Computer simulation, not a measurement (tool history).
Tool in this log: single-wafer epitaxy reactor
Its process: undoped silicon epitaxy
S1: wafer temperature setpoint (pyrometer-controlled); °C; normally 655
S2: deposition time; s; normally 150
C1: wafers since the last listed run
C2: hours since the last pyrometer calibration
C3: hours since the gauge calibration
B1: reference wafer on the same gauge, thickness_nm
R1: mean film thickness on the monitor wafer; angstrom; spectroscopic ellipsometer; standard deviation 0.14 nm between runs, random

Run 1, hour 0.0: usual settings but S1 661 °C, S2 130 s; C1 0; C2 332.2; C3 886.6; B1 24.138. Result: R1 272.26 angstrom.
At hour 20.0: gauge calibrated.
Run 2, hour 62.0: usual settings but S1 661 °C, S2 130 s; C1 857; C2 394.2; C3 42.0; B1 24.062. Result: R1 272.13 angstrom.
Run 3, hour 97.0: usual settings; C1 484; C2 429.2; C3 77.0; B1 24.104. Result: R1 274.04 angstrom.
Run 4, hour 143.6: usual settings but S1 665 °C; C1 644; C2 475.8; C3 123.6; B1 24.127. Result: R1 342.10 angstrom.
Run 5, hour 195.1: usual settings but S1 665 °C; C1 712; C2 527.3; C3 175.1; B1 24.102. Result: R1 340.06 angstrom.
Run 6, hour 223.4: usual settings; C1 391; C2 555.6; C3 203.4; B1 24.078. Result: R1 276.87 angstrom.
Run 7, hour 256.5: usual settings; C1 457; C2 588.7; C3 236.5; B1 24.034. Result: R1 275.52 angstrom.
Run 8, hour 312.7: usual settings; C1 777; C2 644.9; C3 292.7; B1 24.016. Result: R1 275.11 angstrom.
Run 9, hour 349.7: usual settings; C1 511; C2 681.9; C3 329.7; B1 24.170. Result: R1 272.49 angstrom.
Run 10, hour 379.7: usual settings; C1 415; C2 711.9; C3 359.7; B1 24.104. Result: R1 278.54 angstrom.
Run 11, hour 438.2: usual settings but S2 174 s; C1 809; C2 770.4; C3 418.2; B1 24.108. Result: R1 316.96 angstrom.
Run 12, hour 475.6: usual settings but S2 174 s; C1 517; C2 807.8; C3 455.6; B1 24.097. Result: R1 316.49 angstrom.
Run 13, hour 530.4: usual settings but S1 665 °C; C1 758; C2 862.6; C3 510.4; B1 24.124. Result: R1 340.17 angstrom.
Run 14, hour 565.9: usual settings but S2 137 s; C1 491; C2 898.1; C3 545.9; B1 24.184. Result: R1 250.06 angstrom.
Run 15, hour 622.2: usual settings but S1 661 °C, S2 170 s; C1 778; C2 954.4; C3 602.2; B1 24.108. Result: R1 356.10 angstrom.
Run 16, hour 687.5: usual settings but S2 133 s; C1 903; C2 1019.7; C3 667.5; B1 24.038. Result: R1 244.86 angstrom.
At hour 724.0: pyrometer calibrated.
Run 17, hour 729.1: usual settings but S1 645 °C, S2 139 s; C1 464; C2 5.1; C3 709.1; B1 24.099. Result: R1 205.96 angstrom.
Run 18, hour 759.5: usual settings but S1 667 °C, S2 140 s; C1 420; C2 35.5; C3 739.5; B1 24.070. Result: R1 331.58 angstrom.
At hour 760.3: gauge calibrated.
Run 19, hour 809.7: usual settings but S1 667 °C, S2 140 s; C1 694; C2 85.7; C3 49.4; B1 24.017. Result: R1 331.55 angstrom.
Run 20, hour 845.0: usual settings but S1 648 °C, S2 163 s; C1 488; C2 121.0; C3 84.7; B1 24.054. Result: R1 258.48 angstrom.
Run 21, hour 914.7: usual settings; C1 964; C2 190.7; C3 154.4; B1 24.123. Result: R1 274.59 angstrom.
Run 22, hour 1064.3: usual settings; C1 2069; C2 340.3; C3 304.0; B1 24.101. Result: R1 273.38 angstrom.
Run 23, hour 1118.9: usual settings but S1 645 °C, S2 160 s; C1 755; C2 394.9; C3 358.6; B1 24.125. Result: R1 236.27 angstrom.
Run 24, hour 1202.7: usual settings but S2 162 s; C1 1159; C2 478.7; C3 442.4; B1 24.114. Result: R1 295.81 angstrom.

Forecast each of these 4 alternatives for the next run:
Run A, hour 1203.1: usual settings; C1 5; C2 479.1; C3 442.8; B1 ?. Result: R1 ?.
Run B, hour 1203.1: usual settings but S2 140 s; C1 5; C2 479.1; C3 442.8; B1 ?. Result: R1 ?.
Run C, hour 1203.1: usual settings but S1 647 °C, S2 161 s; C1 5; C2 479.1; C3 442.8; B1 ?. Result: R1 ?.
Run D, hour 1203.1: usual settings but S1 669 °C, S2 177 s; C1 5; C2 479.1; C3 442.8; B1 ?. Result: R1 ?.

run      B1      R1
  A  24.080  277.36
  B  24.080  258.87
  C  24.080  250.76
  D  24.080  438.85
With no hidden state in the tool, these same runs would have given:
run      R1
  A  277.36
  B  258.87
  C  250.76
  D  438.85
